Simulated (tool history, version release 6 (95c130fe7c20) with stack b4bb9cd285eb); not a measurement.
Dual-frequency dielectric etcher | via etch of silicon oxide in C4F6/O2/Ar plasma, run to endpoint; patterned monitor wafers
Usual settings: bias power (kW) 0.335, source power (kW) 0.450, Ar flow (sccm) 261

| run | day | bias power (kW) | source power (kW) | Ar flow (sccm) | incoming incoming film thickness, nm | endpoint time (s) |
|---|---|---|---|---|---|---|
| 1 | 0.000 | 0.335 | 0.450 | 261 | 78.7 | 17.4 |
| 2 | 1.038 | 0.335 | 0.450 | 261 | 79.8 | 17.8 |
| 3 | 2.288 | 0.335 | 0.450 | 261 | 80.0 | 17.7 |
| 4 | 3.304 | 0.335 | 0.450 | 261 | 78.6 | 17.5 |
| 5 | 4.400 | 0.335 | 0.450 | 261 | 80.2 | 17.7 |
| 6 | 5.325 | 0.335 | 0.450 | 261 | 80.1 | 17.6 |
| 7 | 6.729 | 0.335 | 0.450 | 242 | 79.8 | 17.5 |
| 8 | 7.662 | 0.335 | 0.450 | 242 | 80.0 | 17.6 |
| 9 | 9.042 | 0.335 | 0.450 | 242 | 79.9 | 17.3 |
| 10 | 10.496 | 0.335 | 0.450 | 261 | 79.3 | 17.5 |
| 11 | 11.512 | 0.335 | 0.450 | 261 | 80.4 | 17.7 |
| 12 | 13.312 | 0.335 | 0.450 | 261 | 79.2 | 17.3 |
|  | 14.108 | source power generator calibrated |
| 13 | 14.588 | 0.335 | 0.480 | 261 | 79.0 | 16.5 |

Run 14 comes next. What will it give?
| 14 | 15.308 | 0.335 | 0.540 | 261 | 79.6 | ? |

{"run 14": {"endpoint time (s)": 15.5}}
Without the tool's hidden state the same run would have given endpoint time (s) 15.8.
